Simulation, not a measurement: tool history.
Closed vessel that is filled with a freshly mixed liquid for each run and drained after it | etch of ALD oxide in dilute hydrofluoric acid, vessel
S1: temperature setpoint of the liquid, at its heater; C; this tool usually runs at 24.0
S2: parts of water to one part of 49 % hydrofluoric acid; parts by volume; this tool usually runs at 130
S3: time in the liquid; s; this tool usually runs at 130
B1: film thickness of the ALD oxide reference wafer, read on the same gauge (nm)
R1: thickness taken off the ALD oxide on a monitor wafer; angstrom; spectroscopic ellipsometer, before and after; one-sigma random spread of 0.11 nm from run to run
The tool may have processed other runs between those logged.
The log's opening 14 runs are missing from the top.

| run | hour | S1 | S2 | S3 | B1 | R1 |
|---|---|---|---|---|---|---|
| 15 | 657.3 | 24.0 | 130 | 110 | 50.01 | 233.3 |
| 16 | 704.6 | 24.0 | 130 | 130 | 49.98 | 274.2 |
| 17 | 729.4 | 24.0 | 175 | 130 | 50.01 | 194.0 |
| 18 | 780.9 | 24.0 | 130 | 130 | 49.98 | 275.3 |
| 19 | 826.4 | 24.0 | 155 | 170 | 49.99 | 293.4 |
| 20 | 853.3 | 26.0 | 130 | 200 | 50.03 | 459.5 |
| 21 | 901.7 | 19.5 | 130 | 50 | 49.98 | 89.5 |
| 22 | 941.5 | 28.0 | 105 | 130 | 49.98 | 408.8 |
| 23 | 995.0 | 24.0 | 130 | 130 | 49.99 | 277.0 |
| 24 | 1051.9 | 24.0 | 130 | 130 | 50.06 | 276.2 |
| 25 | 1106.0 | 24.0 | 130 | 205 | 50.04 | 431.9 |
| 26 | 1140.7 | 24.0 | 130 | 130 | 49.98 | 276.3 |
| 27 | 1207.4 | 20.5 | 185 | 105 | 50.02 | 128.4 |
| 28 | 1250.5 | 22.5 | 190 | 130 | 49.97 | 165.9 |
| 29 | 1295.2 | 24.0 | 130 | 130 | 49.96 | 278.1 |
| 30 | 1359.2 | 24.0 | 130 | 130 | 49.99 | 275.8 |
| 31 | 1390.2 | 26.5 | 130 | 130 | 50.02 | 305.4 |
| 32 | 1432.2 | 27.0 | 85 | 105 | 50.03 | 404.0 |
| 33 | 1467.0 | 24.0 | 130 | 130 | 50.00 | 277.7 |
| 34 | 1500.8 | 26.5 | 90 | 150 | 49.97 | 533.6 |

What if the next run were any one of these 4? Each begins from the tool's condition after run 34:
| A | 1501.5 | 24.0 | 130 | 130 | ? | ? |
| B | 1501.5 | 28.0 | 85 | 170 | ? | ? |
| C | 1501.5 | 27.5 | 170 | 130 | ? | ? |
| D | 1501.5 | 19.0 | 100 | 70 | ? | ? |

| run | B1 | R1 |
|---|---|---|
| A | 50.01 | 276.6 |
| B | 50.01 | 683.4 |
| C | 50.01 | 230.4 |
| D | 50.01 | 163.6 |
What these runs would have given with no unlogged condition in the tool:
| run | R1 |
|---|---|
| A | 275.0 |
| B | 680.0 |
| C | 228.7 |
| D | 163.0 |
